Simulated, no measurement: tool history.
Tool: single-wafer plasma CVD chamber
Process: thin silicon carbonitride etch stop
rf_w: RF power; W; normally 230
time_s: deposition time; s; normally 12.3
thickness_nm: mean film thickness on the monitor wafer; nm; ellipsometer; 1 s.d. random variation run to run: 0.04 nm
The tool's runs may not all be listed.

run	hour	rf_w	time_s	wafers since the last listed run	hours since the last thermocouple change	hours since the last RF generator calibration	hours since the showerhead was replaced	hours since the gauge calibration	read-back reference wafer on the same gauge, thickness_nm	thickness_nm
1	0.0	230	12.3	0	537.9	1494.6	3436.5	902.8	6.106	6.916
# hour 65.1: RF generator calibrated
2	65.6	230	12.3	2417	603.5	0.5	3502.1	968.4	6.101	7.064
3	129.4	230	12.3	2677	667.3	64.3	3565.9	1032.2	6.104	7.114
4	170.0	230	12.3	1703	707.9	104.9	3606.5	1072.8	6.103	7.046
5	239.2	250	12.3	2903	777.1	174.1	3675.7	1142.0	6.097	7.233
6	328.4	250	12.3	3743	866.3	263.3	3764.9	1231.2	6.120	7.159
7	371.1	250	12.3	1791	909.0	306.0	3807.6	1273.9	6.115	7.264
8	448.9	230	11.2	3264	986.8	383.8	3885.4	1351.7	6.108	6.350
9	503.0	230	11.2	2270	1040.9	437.9	3939.5	1405.8	6.123	6.295
10	558.9	230	11.0	2345	1096.8	493.8	3995.4	1461.7	6.115	6.199
11	612.9	230	11.0	2265	1150.8	547.8	4049.4	1515.7	6.120	6.256
12	678.2	230	12.3	2740	1216.1	613.1	4114.7	1581.0	6.117	6.954
13	765.5	230	12.3	3663	1303.4	700.4	4202.0	1668.3	6.113	6.825
14	864.3	230	12.3	4145	1402.2	799.2	4300.8	1767.1	6.113	6.949
15	970.4	230	12.3	4452	1508.3	905.3	4406.9	1873.2	6.109	6.899
16	1037.7	230	12.3	2824	1575.6	972.6	4474.2	1940.5	6.115	6.828
17	1075.6	230	12.3	1590	1613.5	1010.5	4512.1	1978.4	6.105	6.837
18	1169.4	230	12.3	3936	1707.3	1104.3	4605.9	2072.2	6.111	6.859
# hour 1214.9: gauge calibrated
19	1249.3	275	14.5	3352	1787.2	1184.2	4685.8	34.4	6.103	8.619
20	1306.7	230	12.3	2408	1844.6	1241.6	4743.2	91.8	6.122	6.858
21	1414.7	230	12.3	4531	1952.6	1349.6	4851.2	199.8	6.107	6.820
22	1490.1	230	13.8	3164	2028.0	1425.0	4926.6	275.2	6.109	7.590
23	1535.4	200	14.5	1900	2073.3	1470.3	4971.9	320.5	6.112	7.706
24	1596.2	230	12.3	2551	2134.1	1531.1	5032.7	381.3	6.103	6.881
# hour 1617.9: RF generator calibrated
# hour 1649.8: thermocouple changed; heater temperature recalibrated
25	1688.8	260	11.6	3214	39.0	70.9	5125.3	473.9	6.119	6.957
26	1735.5	230	12.3	1959	85.7	117.6	5172.0	520.6	6.113	7.069
27	1805.8	260	9.8	2949	156.0	187.9	5242.3	590.9	6.115	5.913
# hour 1829.2: showerhead replaced
28	1884.3	190	13.3	2958	234.5	266.4	55.1	669.4	6.114	7.078
29	1923.5	250	11.4	1644	273.7	305.6	94.3	708.6	6.113	6.717
30	2022.5	210	14.0	4154	372.7	404.6	193.3	807.6	6.102	7.714
31	2105.3	230	14.1	3474	455.5	487.4	276.1	890.4	6.106	8.080
32	2193.7	190	14.6	3709	543.9	575.8	364.5	978.8	6.111	7.698
33	2270.0	230	10.0	3201	620.2	652.1	440.8	1055.1	6.113	5.657
34	2356.4	265	13.3	3625	706.6	738.5	527.2	1141.5	6.113	7.859
35	2404.1	210	10.1	2001	754.3	786.2	574.9	1189.2	6.107	5.516

The logged runs with the hidden state left out (each run's random variation unchanged):
Hidden state present: wafer temperature above the value expected at the setpoint (K); delivered RF power above the setpoint (%); gauge reads high (%).
run	thickness_nm
1	7.121
2	7.103
3	7.179
4	7.125
5	7.337
6	7.288
7	7.406
8	6.490
9	6.443
10	6.353
11	6.420
12	7.145
13	7.023
14	7.161
15	7.118
16	7.050
17	7.061
18	7.089
19	8.913
20	7.094
21	7.058
22	7.857
23	7.979
24	7.126
25	6.989
26	7.118
27	5.972
28	7.171
29	6.814
30	7.849
31	8.239
32	7.864
33	5.787
34	8.050
35	5.654

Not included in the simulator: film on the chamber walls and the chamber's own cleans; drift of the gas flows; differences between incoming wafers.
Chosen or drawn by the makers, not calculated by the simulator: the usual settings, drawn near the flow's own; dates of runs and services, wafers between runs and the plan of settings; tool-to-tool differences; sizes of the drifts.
